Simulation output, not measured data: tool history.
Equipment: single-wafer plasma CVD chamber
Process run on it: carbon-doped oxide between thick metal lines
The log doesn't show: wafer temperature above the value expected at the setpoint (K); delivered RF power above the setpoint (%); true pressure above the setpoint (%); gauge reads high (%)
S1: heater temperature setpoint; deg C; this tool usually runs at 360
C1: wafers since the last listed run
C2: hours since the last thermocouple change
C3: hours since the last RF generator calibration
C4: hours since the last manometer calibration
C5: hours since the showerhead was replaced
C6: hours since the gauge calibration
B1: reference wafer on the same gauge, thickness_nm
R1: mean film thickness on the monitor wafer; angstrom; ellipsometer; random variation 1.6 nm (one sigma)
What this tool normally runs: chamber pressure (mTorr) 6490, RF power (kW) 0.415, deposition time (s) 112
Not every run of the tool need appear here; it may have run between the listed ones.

Run 1, hour 0: usual settings but S1 365 deg C; C1 0; C2 1926.7; C3 1934; C4 284.7; C5 5787.6; C6 551.3; B1 567.985. Result: R1 4476.31 angstrom.
Run 2, hour 70.3: usual settings but S1 365 deg C; C1 829; C2 1997; C3 2004.3; C4 355; C5 5857.9; C6 621.6; B1 567.084. Result: R1 4507.25 angstrom.
Run 3, hour 130.6: usual settings but S1 365 deg C; C1 711; C2 2057.3; C3 2064.6; C4 415.3; C5 5918.2; C6 681.9; B1 568.374. Result: R1 4472.45 angstrom.
Run 4, hour 157: usual settings but deposition time (s) 100; C1 311; C2 2083.7; C3 2091; C4 441.7; C5 5944.6; C6 708.3; B1 568.766. Result: R1 4057.18 angstrom.
Run 5, hour 223.2: usual settings but deposition time (s) 107; C1 781; C2 2149.9; C3 2157.2; C4 507.9; C5 6010.8; C6 774.5; B1 568.495. Result: R1 4298.4 angstrom.
Run 6, hour 263.8: usual settings but deposition time (s) 107; C1 479; C2 2190.5; C3 2197.8; C4 548.5; C5 6051.4; C6 815.1; B1 568.195. Result: R1 4322.47 angstrom.
Run 7, hour 295.2: usual settings; C1 370; C2 2221.9; C3 2229.2; C4 579.9; C5 6082.8; C6 846.5; B1 568.207. Result: R1 4504.86 angstrom.
At hour 342.3: showerhead replaced.
Run 8, hour 350.3: usual settings; C1 555; C2 2277; C3 2284.3; C4 635; C5 8; C6 901.6; B1 567.728. Result: R1 4521.2 angstrom.
Run 9, hour 397: usual settings; C1 551; C2 2323.7; C3 2331; C4 681.7; C5 54.7; C6 948.3; B1 567.428. Result: R1 4533.22 angstrom.
Run 10, hour 427.5: usual settings but RF power (kW) 0.355; C1 359; C2 2354.2; C3 2361.5; C4 712.2; C5 85.2; C6 978.8; B1 568.129. Result: R1 3860.83 angstrom.
At hour 485.6: RF generator calibrated.
Run 11, hour 491.8: usual settings but RF power (kW) 0.355; C1 664; C2 2418.5; C3 6.2; C4 776.5; C5 149.5; C6 1043.1; B1 568.139. Result: R1 4083.78 angstrom.
Run 12, hour 521.8: usual settings; C1 353; C2 2448.5; C3 36.2; C4 806.5; C5 179.5; C6 1073.1; B1 567.279. Result: R1 4761.78 angstrom.
At hour 545.2: gauge calibrated.
At hour 545.5: thermocouple changed; heater temperature recalibrated.
Run 13, hour 555.3: usual settings but S1 346 deg C, RF power (kW) 0.365; C1 300; C2 9.8; C3 69.7; C4 840; C5 213; C6 10.1; B1 568.647. Result: R1 4348.35 angstrom.
Run 14, hour 605.6: usual settings but S1 368 deg C, deposition time (s) 128; C1 593; C2 60.1; C3 120; C4 890.3; C5 263.3; C6 60.4; B1 568.238. Result: R1 5271.71 angstrom.
Run 15, hour 677: usual settings but chamber pressure (mTorr) 5090; C1 842; C2 131.5; C3 191.4; C4 961.7; C5 334.7; C6 131.8; B1 568.322. Result: R1 4599.61 angstrom.
Run 16, hour 735.2: usual settings but S1 370 deg C, chamber pressure (mTorr) 7490, deposition time (s) 102; C1 686; C2 189.7; C3 249.6; C4 1019.9; C5 392.9; C6 190; B1 568.277. Result: R1 4248.08 angstrom.
Run 17, hour 775.2: usual settings but S1 350 deg C, chamber pressure (mTorr) 8050; C1 471; C2 229.7; C3 289.6; C4 1059.9; C5 432.9; C6 230; B1 567.893. Result: R1 4939.07 angstrom.
At hour 800.7: capacitance manometer re-zeroed and calibrated.
Run 18, hour 868: usual settings but chamber pressure (mTorr) 5950, RF power (kW) 0.49, deposition time (s) 123; C1 1000; C2 322.5; C3 382.4; C4 67.3; C5 525.7; C6 322.8; B1 567.991. Result: R1 5894.32 angstrom.
Run 19, hour 904.6: usual settings but RF power (kW) 0.39; C1 431; C2 359.1; C3 419; C4 103.9; C5 562.3; C6 359.4; B1 568.572. Result: R1 4447.05 angstrom.
Run 20, hour 944.1: usual settings but deposition time (s) 94; C1 466; C2 398.6; C3 458.5; C4 143.4; C5 601.8; C6 398.9; B1 568.437. Result: R1 3956.28 angstrom.
Run 21, hour 989.9: usual settings but S1 369 deg C, RF power (kW) 0.465; C1 540; C2 444.4; C3 504.3; C4 189.2; C5 647.6; C6 444.7; B1 567.695. Result: R1 5069.29 angstrom.
Run 22, hour 1054.1: usual settings; C1 757; C2 508.6; C3 568.5; C4 253.4; C5 711.8; C6 508.9; B1 567.035. Result: R1 4715.72 angstrom.

Branching from run 22: 5 alternative next runs. What would each branch give?
Run A, hour 1054.5: usual settings but chamber pressure (mTorr) 5800; C1 4; C2 509; C3 568.9; C4 253.8; C5 712.2; C6 509.3; B1 ?. Result: R1 ?.
Run B, hour 1054.5: usual settings but chamber pressure (mTorr) 6900, RF power (kW) 0.335, deposition time (s) 134; C1 4; C2 509; C3 568.9; C4 253.8; C5 712.2; C6 509.3; B1 ?. Result: R1 ?.
Run C, hour 1054.5: usual settings but S1 354 deg C, RF power (kW) 0.385, deposition time (s) 94; C1 4; C2 509; C3 568.9; C4 253.8; C5 712.2; C6 509.3; B1 ?. Result: R1 ?.
Run D, hour 1054.5: usual settings but S1 348 deg C, RF power (kW) 0.375, deposition time (s) 120; C1 4; C2 509; C3 568.9; C4 253.8; C5 712.2; C6 509.3; B1 ?. Result: R1 ?.
Run E, hour 1054.5: usual settings but deposition time (s) 99; C1 4; C2 509; C3 568.9; C4 253.8; C5 712.2; C6 509.3; B1 ?. Result: R1 ?.

run       B1       R1
  A  568.155  4649.35
  B  568.155  4566.48
  C  568.155  3739.62
  D  568.155  4728.24
  E  568.155  4159.65
With the hidden condition removed and each run's random variation left untouched, the same runs would have given:
run       R1
  A  4742.12
  B   4665.1
  C  3817.54
  D  4826.76
  E  4242.65
